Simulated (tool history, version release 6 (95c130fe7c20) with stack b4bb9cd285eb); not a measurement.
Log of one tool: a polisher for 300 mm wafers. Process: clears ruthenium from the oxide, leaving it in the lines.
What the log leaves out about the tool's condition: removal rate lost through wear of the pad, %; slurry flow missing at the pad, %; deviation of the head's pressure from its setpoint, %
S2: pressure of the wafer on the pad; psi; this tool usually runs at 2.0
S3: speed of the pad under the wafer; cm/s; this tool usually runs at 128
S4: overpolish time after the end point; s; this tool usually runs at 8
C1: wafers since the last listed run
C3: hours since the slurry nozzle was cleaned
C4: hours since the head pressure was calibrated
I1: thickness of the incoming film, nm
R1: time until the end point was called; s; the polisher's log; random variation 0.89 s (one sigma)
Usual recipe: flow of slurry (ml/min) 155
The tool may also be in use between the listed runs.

{"run": 1, "hour": 0.0, "flow of slurry (ml/min)": 155, "S2": 2.0, "S3": 128, "S4": 8, "C1": 0, "wafers polished on this pad": 904, "C3": 503.8, "C4": 516.9, "I1": 114.6, "R1": 101.4}
{"hour": 26.3, "done": "slurry nozzle cleaned"}
{"hour": 31.1, "done": "worn pad replaced by a new one"}
{"run": 2, "hour": 33.6, "flow of slurry (ml/min)": 155, "S2": 2.0, "S3": 128, "S4": 8, "C1": 150, "wafers polished on this pad": 12, "C3": 7.3, "C4": 550.5, "I1": 114.6, "R1": 93.6}
{"run": 3, "hour": 88.2, "flow of slurry (ml/min)": 155, "S2": 2.0, "S3": 128, "S4": 8, "C1": 287, "wafers polished on this pad": 299, "C3": 61.9, "C4": 605.1, "I1": 114.0, "R1": 96.8}
{"run": 4, "hour": 103.1, "flow of slurry (ml/min)": 155, "S2": 2.0, "S3": 128, "S4": 8, "C1": 78, "wafers polished on this pad": 378, "C3": 76.8, "C4": 620.0, "I1": 116.2, "R1": 99.5}
{"run": 5, "hour": 118.7, "flow of slurry (ml/min)": 155, "S2": 2.0, "S3": 128, "S4": 8, "C1": 82, "wafers polished on this pad": 460, "C3": 92.4, "C4": 635.6, "I1": 116.3, "R1": 100.2}
{"run": 6, "hour": 144.9, "flow of slurry (ml/min)": 155, "S2": 2.0, "S3": 128, "S4": 8, "C1": 137, "wafers polished on this pad": 598, "C3": 118.6, "C4": 661.8, "I1": 113.2, "R1": 101.2}
{"run": 7, "hour": 175.0, "flow of slurry (ml/min)": 155, "S2": 2.0, "S3": 140, "S4": 8, "C1": 158, "wafers polished on this pad": 756, "C3": 148.7, "C4": 691.9, "I1": 115.6, "R1": 95.7}
{"run": 8, "hour": 206.1, "flow of slurry (ml/min)": 155, "S2": 2.0, "S3": 128, "S4": 8, "C1": 163, "wafers polished on this pad": 919, "C3": 179.8, "C4": 723.0, "I1": 114.7, "R1": 106.8}
{"hour": 240.8, "done": "worn pad replaced by a new one"}
{"run": 9, "hour": 241.3, "flow of slurry (ml/min)": 155, "S2": 2.0, "S3": 128, "S4": 8, "C1": 164, "wafers polished on this pad": 2, "C3": 215.0, "C4": 758.2, "I1": 115.2, "R1": 95.9}
{"run": 10, "hour": 251.0, "flow of slurry (ml/min)": 155, "S2": 2.0, "S3": 128, "S4": 8, "C1": 50, "wafers polished on this pad": 53, "C3": 224.7, "C4": 767.9, "I1": 114.7, "R1": 96.6}
{"run": 11, "hour": 265.7, "flow of slurry (ml/min)": 155, "S2": 2.0, "S3": 128, "S4": 8, "C1": 77, "wafers polished on this pad": 130, "C3": 239.4, "C4": 782.6, "I1": 116.0, "R1": 98.9}
{"run": 12, "hour": 293.9, "flow of slurry (ml/min)": 155, "S2": 2.0, "S3": 128, "S4": 8, "C1": 148, "wafers polished on this pad": 279, "C3": 267.6, "C4": 810.8, "I1": 114.8, "R1": 99.8}
{"run": 13, "hour": 326.1, "flow of slurry (ml/min)": 155, "S2": 2.0, "S3": 128, "S4": 8, "C1": 169, "wafers polished on this pad": 448, "C3": 299.8, "C4": 843.0, "I1": 114.8, "R1": 101.6}
{"run": 14, "hour": 350.5, "flow of slurry (ml/min)": 155, "S2": 2.0, "S3": 128, "S4": 8, "C1": 128, "wafers polished on this pad": 576, "C3": 324.2, "C4": 867.4, "I1": 113.5, "R1": 102.6}
{"hour": 392.7, "done": "head pressure recalibrated"}
{"hour": 447.5, "done": "worn pad replaced by a new one"}
{"run": 15, "hour": 450.9, "flow of slurry (ml/min)": 155, "S2": 2.0, "S3": 128, "S4": 8, "C1": 496, "wafers polished on this pad": 17, "C3": 424.6, "C4": 58.2, "I1": 116.5, "R1": 92.8}
{"run": 16, "hour": 479.4, "flow of slurry (ml/min)": 170, "S2": 2.0, "S3": 128, "S4": 7, "C1": 149, "wafers polished on this pad": 167, "C3": 453.1, "C4": 86.7, "I1": 113.7, "R1": 92.1}
{"run": 17, "hour": 496.8, "flow of slurry (ml/min)": 155, "S2": 2.0, "S3": 128, "S4": 8, "C1": 91, "wafers polished on this pad": 259, "C3": 470.5, "C4": 104.1, "I1": 115.3, "R1": 94.1}
{"hour": 507.6, "done": "slurry nozzle cleaned"}
{"run": 18, "hour": 525.5, "flow of slurry (ml/min)": 155, "S2": 2.0, "S3": 128, "S4": 3, "C1": 145, "wafers polished on this pad": 404, "C3": 17.9, "C4": 132.8, "I1": 114.9, "R1": 95.6}
{"run": 19, "hour": 543.3, "flow of slurry (ml/min)": 155, "S2": 2.5, "S3": 128, "S4": 8, "C1": 93, "wafers polished on this pad": 498, "C3": 35.7, "C4": 150.6, "I1": 112.4, "R1": 80.6}
{"run": 20, "hour": 574.0, "flow of slurry (ml/min)": 155, "S2": 2.6, "S3": 128, "S4": 8, "C1": 161, "wafers polished on this pad": 659, "C3": 66.4, "C4": 181.3, "I1": 115.7, "R1": 80.9}
{"run": 21, "hour": 599.7, "flow of slurry (ml/min)": 155, "S2": 2.0, "S3": 114, "S4": 4, "C1": 135, "wafers polished on this pad": 794, "C3": 92.1, "C4": 207.0, "I1": 114.7, "R1": 112.5}
{"run": 22, "hour": 634.4, "flow of slurry (ml/min)": 155, "S2": 2.0, "S3": 90, "S4": 5, "C1": 182, "wafers polished on this pad": 977, "C3": 126.8, "C4": 241.7, "I1": 115.7, "R1": 149.6}
{"hour": 665.1, "done": "worn pad replaced by a new one"}
{"run": 23, "hour": 665.6, "flow of slurry (ml/min)": 155, "S2": 2.0, "S3": 128, "S4": 8, "C1": 142, "wafers polished on this pad": 2, "C3": 158.0, "C4": 272.9, "I1": 115.7, "R1": 92.9}
{"run": 24, "hour": 680.0, "flow of slurry (ml/min)": 185, "S2": 1.5, "S3": 100, "S4": 6, "C1": 75, "wafers polished on this pad": 78, "C3": 172.4, "C4": 287.3, "I1": 115.0, "R1": 143.1}
{"run": 25, "hour": 712.4, "flow of slurry (ml/min)": 155, "S2": 2.0, "S3": 128, "S4": 8, "C1": 170, "wafers polished on this pad": 248, "C3": 204.8, "C4": 319.7, "I1": 116.0, "R1": 98.2}
{"run": 26, "hour": 740.5, "flow of slurry (ml/min)": 120, "S2": 2.0, "S3": 128, "S4": 8, "C1": 147, "wafers polished on this pad": 396, "C3": 232.9, "C4": 347.8, "I1": 115.1, "R1": 104.4}
{"run": 27, "hour": 759.7, "flow of slurry (ml/min)": 155, "S2": 2.0, "S3": 128, "S4": 8, "C1": 100, "wafers polished on this pad": 497, "C3": 252.1, "C4": 367.0, "I1": 116.0, "R1": 100.1}
{"run": 28, "hour": 782.9, "flow of slurry (ml/min)": 155, "S2": 2.0, "S3": 128, "S4": 8, "C1": 121, "wafers polished on this pad": 619, "C3": 275.3, "C4": 390.2, "I1": 113.2, "R1": 101.0}
{"run": 29, "hour": 808.8, "flow of slurry (ml/min)": 155, "S2": 1.7, "S3": 104, "S4": 8, "C1": 136, "wafers polished on this pad": 755, "C3": 301.2, "C4": 416.1, "I1": 116.1, "R1": 146.3}
{"hour": 904.2, "done": "worn pad replaced by a new one"}
{"run": 30, "hour": 916.1, "flow of slurry (ml/min)": 175, "S2": 1.4, "S3": 94, "S4": 12, "C1": 543, "wafers polished on this pad": 62, "C3": 408.5, "C4": 523.4, "I1": 115.7, "R1": 167.6}
{"run": 31, "hour": 992.0, "flow of slurry (ml/min)": 155, "S2": 2.0, "S3": 128, "S4": 8, "C1": 399, "wafers polished on this pad": 461, "C3": 484.4, "C4": 599.3, "I1": 117.1, "R1": 105.0}
{"run": 32, "hour": 1023.3, "flow of slurry (ml/min)": 155, "S2": 2.0, "S3": 128, "S4": 13, "C1": 164, "wafers polished on this pad": 625, "C3": 515.7, "C4": 630.6, "I1": 113.7, "R1": 102.7}
{"run": 33, "hour": 1041.5, "flow of slurry (ml/min)": 185, "S2": 2.0, "S3": 90, "S4": 8, "C1": 95, "wafers polished on this pad": 721, "C3": 533.9, "C4": 648.8, "I1": 116.7, "R1": 145.8}
{"run": 34, "hour": 1068.1, "flow of slurry (ml/min)": 140, "S2": 1.8, "S3": 152, "S4": 8, "C1": 139, "wafers polished on this pad": 861, "C3": 560.5, "C4": 675.4, "I1": 114.7, "R1": 98.4}

Below, some changes in R1 between adjacent runs. For each, the amount present without the hidden state too (settings, incoming material, random variation) and the amount remaining for the hidden state with gauge scatter not shared by both compared results:
Run 8 -> 9: worn pad replaced by a new one. R1 -10.9 s: hidden state -9.9, all else -1.0.
Run 14 -> 15: head pressure recalibrated, worn pad replaced by a new one. R1 -9.8 s: hidden state -12.2, all else +2.4.
Run 22 -> 23: S3 90 -> 128, S4 5 -> 8, worn pad replaced by a new one. R1 -56.7 s: hidden state -17.1, all else -39.6.
Run 23 -> 24: flow of slurry (ml/min) 155 -> 185, S2 2.0 -> 1.5, S3 128 -> 100, S4 8 -> 6. R1 +50.2 s: hidden state +3.7, all else +46.5.
Run 30 -> 31: flow of slurry (ml/min) 175 -> 155, S2 1.4 -> 2.0, S3 94 -> 128, S4 12 -> 8. R1 -62.6 s: hidden state +0.0, all else -62.6.

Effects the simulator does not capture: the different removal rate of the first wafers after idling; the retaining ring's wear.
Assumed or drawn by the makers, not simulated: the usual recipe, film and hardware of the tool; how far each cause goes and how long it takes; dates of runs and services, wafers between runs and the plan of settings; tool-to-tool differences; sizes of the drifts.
